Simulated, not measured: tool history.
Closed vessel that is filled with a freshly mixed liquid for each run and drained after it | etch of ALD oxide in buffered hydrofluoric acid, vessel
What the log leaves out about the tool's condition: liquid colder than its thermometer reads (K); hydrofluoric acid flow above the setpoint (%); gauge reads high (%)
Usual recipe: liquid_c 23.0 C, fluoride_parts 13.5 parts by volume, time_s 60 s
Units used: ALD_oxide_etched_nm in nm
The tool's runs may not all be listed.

run    hour  liquid_c  fluoride_parts  time_s  wafers since the last listed run  hours since the thermometer was replaced  hours since the hydrofluoric acid flow meter was replaced  hours since the gauge calibration  read-back film thickness of the ALD oxide reference wafer, read on the same gauge (nm)  ALD_oxide_etched_nm
  1     0.0      23.0            13.5      45                                 0                                     130.6                                                       29.7                             1544.1                                                                                  100.02                86.54
  2    41.3      21.0            13.5      60                              3591                                     171.9                                                       71.0                             1585.4                                                                                  100.02               104.45
  3   146.9      23.0            13.5      60                              9182                                     277.5                                                      176.6                             1691.0                                                                                   99.98               113.90
  4   205.4      22.0            13.5      60                              5086                                     336.0                                                      235.1                             1749.5                                                                                   99.98               104.58
      337.2  -- thermometer replaced
  5   370.7      22.0            13.5      60                             14286                                      33.5                                                      400.4                             1914.8                                                                                  100.03               113.66
  6   441.2      22.0            13.5      60                              6130                                     104.0                                                      470.9                             1985.3                                                                                  100.06               110.89
  7   537.8      23.0            13.5      60                              8399                                     200.6                                                      567.5                             2081.9                                                                                  100.02               115.02
  8   605.3      20.5            13.5      85                              5869                                     268.1                                                      635.0                             2149.4                                                                                  100.00               140.73
      617.4  -- gauge calibrated
  9   707.8      23.0            15.0      65                              8912                                     370.6                                                      737.5                               90.4                                                                                  100.04               109.69
 10   810.8      23.0            13.5      35                              8955                                     473.6                                                      840.5                              193.4                                                                                   99.98                63.64
      858.7  -- hydrofluoric acid flow meter replaced
      860.8  -- thermometer replaced
 11   905.5      23.0            13.5      35                              8060                                      44.7                                                       46.8                              288.1                                                                                  100.06                68.32
 12   943.8      23.0            13.5      35                              3330                                      83.0                                                       85.1                              326.4                                                                                   99.95                67.99
 13  1013.3      23.0            13.5      60                              6043                                     152.5                                                      154.6                              395.9                                                                                   99.94               116.47
 14  1102.4      23.0            13.5      60                              7747                                     241.6                                                      243.7                              485.0                                                                                  100.01               113.76
 15  1186.0      19.5            17.0      30                              7269                                     325.2                                                      327.3                              568.6                                                                                   99.98                37.03
 16  1276.6      20.0            13.5      75                              7877                                     415.8                                                      417.9                              659.2                                                                                  100.01               116.60
 17  1330.2      24.5             9.0      75                              4660                                     469.4                                                      471.5                              712.8                                                                                   99.99               211.12
     1411.7  -- thermometer replaced
 18  1412.2      23.0            18.0      50                              7043                                       0.5                                                      553.5                              794.8                                                                                   99.99                75.90
 19  1506.4      23.0            10.0      60                              8190                                      94.7                                                      647.7                              889.0                                                                                  100.02               159.60
 20  1601.6      26.5            17.5      75                              8277                                     189.9                                                      742.9                              984.2                                                                                  100.00               134.72
 21  1682.4      23.0            13.5      60                              7025                                     270.7                                                      823.7                             1065.0                                                                                   99.97               116.21
     1686.5  -- hydrofluoric acid flow meter replaced
 22  1769.3      23.0            13.5      60                              7469                                     357.6                                                       82.8                             1151.9                                                                                  100.04               112.09
 23  1831.9      23.0            13.5      35                              5443                                     420.2                                                      145.4                             1214.5                                                                                   99.96                65.32
     1869.4  -- thermometer replaced
 24  1894.6      23.0            13.5      60                              5364                                      25.2                                                      208.1                             1277.2                                                                                  100.02               119.39
 25  1973.0      18.0             9.0      50                              6816                                     103.6                                                      286.5                             1355.6                                                                                   99.95               105.61
 26  2020.0      21.0            13.5      90                              4086                                     150.6                                                      333.5                             1402.6                                                                                  100.04               156.48

Forecast each of these 5 alternatives for the next run:
  A  2020.7      23.0            13.5      60                                60                                     151.3                                                      334.2                             1403.3                                                                                       ?                    ?
  B  2020.7      19.0            13.5      60                                60                                     151.3                                                      334.2                             1403.3                                                                                       ?                    ?
  C  2020.7      19.5            16.5      80                                60                                     151.3                                                      334.2                             1403.3                                                                                       ?                    ?
  D  2020.7      24.5            13.5      60                                60                                     151.3                                                      334.2                             1403.3                                                                                       ?                    ?
  E  2020.7      23.0            18.5      75                                60                                     151.3                                                      334.2                             1403.3                                                                                       ?                    ?

run  read-back film thickness of the ALD oxide reference wafer, read on the same gauge (nm)  ALD_oxide_etched_nm
  A                                                                                  100.04               118.06
  B                                                                                  100.04                94.41
  C                                                                                  100.04               106.29
  D                                                                                  100.04               128.19
  E                                                                                  100.04               108.24
With no hidden state in the tool, these same runs would have given:
run  ALD_oxide_etched_nm
  A               122.03
  B                97.66
  C               109.94
  D               132.46
  E               111.88

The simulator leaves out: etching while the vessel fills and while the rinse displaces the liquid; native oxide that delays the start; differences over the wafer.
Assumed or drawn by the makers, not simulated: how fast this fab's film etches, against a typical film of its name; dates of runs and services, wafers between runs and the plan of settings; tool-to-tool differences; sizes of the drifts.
